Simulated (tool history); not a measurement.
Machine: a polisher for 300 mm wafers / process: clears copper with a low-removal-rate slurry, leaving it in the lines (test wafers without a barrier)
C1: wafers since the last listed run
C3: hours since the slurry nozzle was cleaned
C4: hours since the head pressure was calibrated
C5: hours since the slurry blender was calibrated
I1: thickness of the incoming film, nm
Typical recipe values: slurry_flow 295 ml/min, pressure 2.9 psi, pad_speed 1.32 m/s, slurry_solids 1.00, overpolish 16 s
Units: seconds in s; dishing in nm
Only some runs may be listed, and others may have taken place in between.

Run 1, hour 0.0: usual settings; C1 0; wafers polished on this pad 85; C3 11.0; C4 431.3; C5 363.9; I1 353.5. Result: seconds 82.8 s, dishing 27.5 nm.
At hour 43.8: slurry blender recalibrated.
Run 2, hour 91.5: usual settings; C1 474; wafers polished on this pad 559; C3 102.5; C4 522.8; C5 47.7; I1 362.8. Result: seconds 84.8 s, dishing 26.9 nm.
Run 3, hour 161.0: usual settings; C1 368; wafers polished on this pad 928; C3 172.0; C4 592.3; C5 117.2; I1 365.0. Result: seconds 91.8 s, dishing 25.4 nm.
Run 4, hour 205.6: usual settings; C1 236; wafers polished on this pad 1164; C3 216.6; C4 636.9; C5 161.8; I1 366.1. Result: seconds 92.1 s, dishing 26.8 nm.
Run 5, hour 282.2: usual settings; C1 405; wafers polished on this pad 1569; C3 293.2; C4 713.5; C5 238.4; I1 354.6. Result: seconds 89.6 s, dishing 24.0 nm.
Run 6, hour 319.1: usual settings; C1 195; wafers polished on this pad 1765; C3 330.1; C4 750.4; C5 275.3; I1 356.3. Result: seconds 95.8 s, dishing 26.2 nm.
Run 7, hour 373.1: usual settings; C1 285; wafers polished on this pad 2051; C3 384.1; C4 804.4; C5 329.3; I1 359.3. Result: seconds 95.0 s, dishing 24.8 nm.
At hour 386.3: worn pad replaced by a new one.
At hour 408.1: slurry blender recalibrated.
Run 8, hour 438.1: usual settings; C1 312; wafers polished on this pad 263; C3 449.1; C4 869.4; C5 30.0; I1 359.8. Result: seconds 87.9 s, dishing 27.0 nm.
Run 9, hour 526.7: usual settings; C1 469; wafers polished on this pad 732; C3 537.7; C4 958.0; C5 118.6; I1 355.9. Result: seconds 90.4 s, dishing 26.1 nm.
Run 10, hour 582.0: usual settings; C1 292; wafers polished on this pad 1025; C3 593.0; C4 1013.3; C5 173.9; I1 354.9. Result: seconds 89.6 s, dishing 26.2 nm.
Run 11, hour 656.2: usual settings; C1 392; wafers polished on this pad 1418; C3 667.2; C4 1087.5; C5 248.1; I1 356.1. Result: seconds 94.0 s, dishing 25.4 nm.
Run 12, hour 735.8: usual settings; C1 421; wafers polished on this pad 1840; C3 746.8; C4 1167.1; C5 327.7; I1 359.8. Result: seconds 97.2 s, dishing 24.6 nm.
At hour 764.3: worn pad replaced by a new one.
At hour 766.3: slurry blender recalibrated.
Run 13, hour 799.7: usual settings; C1 306; wafers polished on this pad 177; C3 810.7; C4 1231.0; C5 33.4; I1 361.3. Result: seconds 86.3 s, dishing 27.8 nm.
At hour 829.4: slurry nozzle cleaned.
Run 14, hour 856.3: usual settings; C1 294; wafers polished on this pad 471; C3 26.9; C4 1287.6; C5 90.0; I1 361.9. Result: seconds 88.9 s, dishing 26.1 nm.
At hour 879.1: head pressure recalibrated.
Run 15, hour 903.5: usual settings but slurry_flow 205 ml/min, slurry_solids 1.15, overpolish 22 s; C1 239; wafers polished on this pad 710; C3 74.1; C4 24.4; C5 137.2; I1 360.2. Result: seconds 88.2 s, dishing 31.4 nm.
Run 16, hour 970.3: usual settings but slurry_flow 265 ml/min, slurry_solids 0.75; C1 353; wafers polished on this pad 1064; C3 140.9; C4 91.2; C5 204.0; I1 360.5. Result: seconds 94.0 s, dishing 25.3 nm.
Run 17, hour 1061.0: usual settings but slurry_flow 385 ml/min, pad_speed 1.08 m/s, overpolish 21 s; C1 480; wafers polished on this pad 1545; C3 231.6; C4 181.9; C5 294.7; I1 362.7. Result: seconds 114.1 s, dishing 27.3 nm.
At hour 1109.6: worn pad replaced by a new one.
At hour 1119.4: slurry blender recalibrated.
Run 18, hour 1139.1: usual settings; C1 381; wafers polished on this pad 145; C3 309.7; C4 260.0; C5 19.7; I1 358.7. Result: seconds 86.7 s, dishing 25.2 nm.
Run 19, hour 1191.2: usual settings but overpolish 12 s; C1 275; wafers polished on this pad 421; C3 361.8; C4 312.1; C5 71.8; I1 361.4. Result: seconds 89.0 s, dishing 22.3 nm.
Run 20, hour 1257.5: usual settings but pressure 3.5 psi, slurry_solids 1.25, overpolish 22 s; C1 351; wafers polished on this pad 772; C3 428.1; C4 378.4; C5 138.1; I1 357.7. Result: seconds 73.7 s, dishing 33.1 nm.
Run 21, hour 1352.9: usual settings but overpolish 20 s; C1 505; wafers polished on this pad 1277; C3 523.5; C4 473.8; C5 233.5; I1 357.7. Result: seconds 93.4 s, dishing 28.5 nm.
Run 22, hour 1416.8: usual settings; C1 338; wafers polished on this pad 1616; C3 587.4; C4 537.7; C5 297.4; I1 366.4. Result: seconds 98.9 s, dishing 25.5 nm.
At hour 1463.7: slurry blender recalibrated.
Run 23, hour 1464.2: usual settings but pad_speed 1.72 m/s; C1 240; wafers polished on this pad 1856; C3 634.8; C4 585.1; C5 0.5; I1 358.6. Result: seconds 75.5 s, dishing 29.7 nm.
At hour 1504.8: worn pad replaced by a new one.
Run 24, hour 1569.8: usual settings; C1 538; wafers polished on this pad 344; C3 740.4; C4 690.7; C5 106.1; I1 362.2. Result: seconds 85.1 s, dishing 25.5 nm.
Run 25, hour 1612.0: usual settings; C1 223; wafers polished on this pad 567; C3 782.6; C4 732.9; C5 148.3; I1 364.7. Result: seconds 91.5 s, dishing 26.9 nm.
Run 26, hour 1671.6: usual settings but slurry_flow 265 ml/min, slurry_solids 0.75; C1 315; wafers polished on this pad 883; C3 842.2; C4 792.5; C5 207.9; I1 362.7. Result: seconds 95.7 s, dishing 25.9 nm.
Run 27, hour 1719.7: usual settings but pressure 2.5 psi, pad_speed 1.72 m/s, slurry_solids 0.75, overpolish 12 s; C1 254; wafers polished on this pad 1138; C3 890.3; C4 840.6; C5 256.0; I1 354.1. Result: seconds 84.6 s, dishing 23.5 nm.
At hour 1748.7: slurry nozzle cleaned.
Run 28, hour 1796.3: usual settings but pressure 3.6 psi, overpolish 21 s; C1 400; wafers polished on this pad 1538; C3 47.6; C4 917.2; C5 332.6; I1 358.8. Result: seconds 76.9 s, dishing 31.4 nm.
At hour 1902.2: slurry blender recalibrated.
Run 29, hour 1903.3: usual settings; C1 556; wafers polished on this pad 2094; C3 154.6; C4 1024.2; C5 1.1; I1 366.1. Result: seconds 98.4 s, dishing 24.5 nm.

Exercise: give the hidden state of the tool at every run:
slurry flow missing at the pad, %: 0, the same for each run
deviation of the head's pressure from its setpoint, %: 0, the same for each run
abrasive missing from the slurry, %: 0, the same for each run
H1: removal rate lost through wear of the pad, %
run     H1
  1  0.545
  2   3.37
  3   5.52
  4   6.89
  5   9.26
  6   10.4
  7   12.1
  8    2.9
  9   5.64
 10   7.35
 11   9.64
 12   12.1
 13   1.69
 14   3.44
 15    4.9
 16   6.96
 17   9.76
 18   2.62
 19   4.23
 20   6.28
 21   9.22
 22   11.2
 23   12.7
 24   2.94
 25   4.24
 26   6.08
 27   7.57
 28   9.93
 29   13.2

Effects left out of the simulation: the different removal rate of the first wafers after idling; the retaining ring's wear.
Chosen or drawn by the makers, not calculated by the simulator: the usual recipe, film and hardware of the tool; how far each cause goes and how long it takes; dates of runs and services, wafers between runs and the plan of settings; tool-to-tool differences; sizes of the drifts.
